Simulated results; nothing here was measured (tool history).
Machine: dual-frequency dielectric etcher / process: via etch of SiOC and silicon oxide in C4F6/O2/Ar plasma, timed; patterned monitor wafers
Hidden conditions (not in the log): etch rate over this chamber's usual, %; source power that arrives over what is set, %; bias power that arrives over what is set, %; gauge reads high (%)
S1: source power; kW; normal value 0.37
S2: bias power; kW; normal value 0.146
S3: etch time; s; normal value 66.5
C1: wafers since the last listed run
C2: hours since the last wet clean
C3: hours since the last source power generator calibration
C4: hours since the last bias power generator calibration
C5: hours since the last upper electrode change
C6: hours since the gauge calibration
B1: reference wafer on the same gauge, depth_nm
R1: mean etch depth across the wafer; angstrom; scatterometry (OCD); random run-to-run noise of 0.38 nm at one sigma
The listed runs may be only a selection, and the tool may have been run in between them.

run	hour	S1	S2	S3	C1	C2	C3	C4	C5	C6	B1	R1
1	0	0.37	0.146	66.5	0	225.2	2878.2	3359.7	3904.9	466.6	81	738
2	86.8	0.37	0.146	66.5	709	312	2965	3446.5	3991.7	553.4	81	743
# hour 112.8: wet clean of the chamber
3	192.7	0.37	0.146	66.5	669	79.9	3070.9	3552.4	4097.6	659.3	80.9	715
4	239.1	0.37	0.146	66.5	379	126.3	3117.3	3598.8	4144	705.7	81	716
5	335.8	0.37	0.146	66.5	789	223	3214	3695.5	4240.7	802.4	80.8	730
# hour 425.7: source power generator calibrated
6	439.6	0.37	0.146	66.5	815	326.8	13.9	3799.3	4344.5	906.2	81.2	734
# hour 482.5: wet clean of the chamber
7	509.8	0.37	0.146	55	377	27.3	84.1	3869.5	4414.7	976.4	81.1	586
8	551	0.37	0.146	55	336	68.5	125.3	3910.7	4455.9	1017.6	80.9	590
9	606	0.42	0.128	79	449	123.5	180.3	3965.7	4510.9	1072.6	80.9	871
# hour 617.4: gauge calibrated
# hour 683.9: upper electrode replaced
10	705.9	0.4	0.124	82.5	620	223.4	280.2	4065.6	22	88.5	81	897
11	774.9	0.37	0.146	66.5	563	292.4	349.2	4134.6	91	157.5	80.9	737
# hour 831.9: bias power generator calibrated
# hour 876.7: wet clean of the chamber
12	877.2	0.37	0.146	66.5	606	0.5	451.5	45.3	193.3	259.8	81.1	702
13	949.5	0.37	0.127	59.5	590	72.8	523.8	117.6	265.6	332.1	81	619
14	1022	0.37	0.16	66.5	592	145.3	596.3	190.1	338.1	404.6	81	731

Run 15 is up next; what results do you expect?
15	1105.3	0.37	0.134	58.5	680	228.6	679.6	273.4	421.4	487.9	?	?

{"run 15": {"B1": 81, "R1": 624}}
With the hidden condition absent and the run-to-run variation left alone, this run would have shown R1 609 angstrom.

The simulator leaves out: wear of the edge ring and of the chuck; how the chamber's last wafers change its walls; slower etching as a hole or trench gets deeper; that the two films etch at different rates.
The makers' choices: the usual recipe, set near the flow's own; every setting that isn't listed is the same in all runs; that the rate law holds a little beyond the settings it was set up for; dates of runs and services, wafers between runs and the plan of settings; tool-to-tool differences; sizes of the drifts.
